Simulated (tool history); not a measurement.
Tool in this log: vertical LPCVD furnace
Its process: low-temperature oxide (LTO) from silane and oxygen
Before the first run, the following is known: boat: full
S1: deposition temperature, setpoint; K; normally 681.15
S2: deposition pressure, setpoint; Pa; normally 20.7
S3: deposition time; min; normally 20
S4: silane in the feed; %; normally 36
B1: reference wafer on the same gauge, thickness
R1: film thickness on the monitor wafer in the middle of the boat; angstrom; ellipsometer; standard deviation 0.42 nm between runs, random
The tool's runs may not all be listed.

run	hour	S1	S2	S3	S4	B1	R1
1	0	681.15	20.7	20	36	120.05	1151.3
2	73.1	681.15	20.7	20	36	120.02	1136
3	137.7	681.15	20.7	20	36	119.98	1142
# hour 188.8: silane flow controller replaced
4	189.3	681.15	20.7	20	36	119.94	1143.2
# hour 225.2: pressure gauge zeroed
5	250.9	681.15	20.7	20	39	120.05	1312.8
# hour 269.1: gauge calibrated
6	335.1	681.15	20.7	20	39	119.92	1310.7
7	434.6	674.15	20.7	17	36	120.04	927.2
8	496	681.15	20.7	20	36	119.99	1184.8
9	543.1	672.15	17.3	25.5	34	119.96	1063
10	633	681.15	20.7	20	36	119.92	1179.3
11	675.4	674.15	25.3	23.5	30	119.99	1225.4
12	760.8	692.15	18	20	42	119.95	1382.9
13	847.5	681.15	20.7	20	43	120.03	1459.6
14	885.6	681.15	20.7	20	36	120.01	1181.3
15	937.4	686.15	20.7	20	36	120.07	1247
16	1029.8	681.15	20.7	20	36	119.96	1178.1
17	1131.1	693.15	20.7	20	36	119.99	1331.3
18	1185.5	672.15	24.7	20	42	119.96	1540.9
19	1224.4	681.15	20.7	20	42	120	1417.5
# hour 1358.4: thermocouples replaced and temperature profile calibrated
20	1358.9	681.15	15.3	20	36	120.01	864.8
21	1461.2	681.15	16	16.5	36	120.06	749
22	1509.5	681.15	20.7	20	36	120.02	1170.2
23	1669.1	681.15	20.7	26	36	119.95	1519.8
24	1811.4	681.15	20.7	20	36	120.02	1163.6
25	1997.7	681.15	20.7	13	31	120.02	619.5
26	2092.2	674.15	20.7	20	33	119.99	964
27	2162.1	681.15	20.7	20	36	120.06	1161.2
28	2262.2	681.15	18.7	20	36	120.1	1050
29	2326.5	689.15	17.3	15.5	36	119.99	822.3
30	2421.5	681.15	20.7	20	36	120.11	1156.7
31	2523.8	687.15	17.3	20	36	120	1033.9

Forecast each of these 4 alternatives for the next run:
A	2527.4	681.15	20.7	14	36	?	?
B	2527.4	681.15	16.7	20	36	?	?
C	2527.4	675.15	20.7	20	36	?	?
D	2527.4	684.15	16.7	14	29	?	?

run	B1	R1
A	119.93	812.4
B	119.93	931.1
C	119.93	1085.4
D	119.93	500.7
What these runs would have given with no unlogged condition in the tool:
run	R1
A	829.8
B	955.9
C	1108.6
D	514
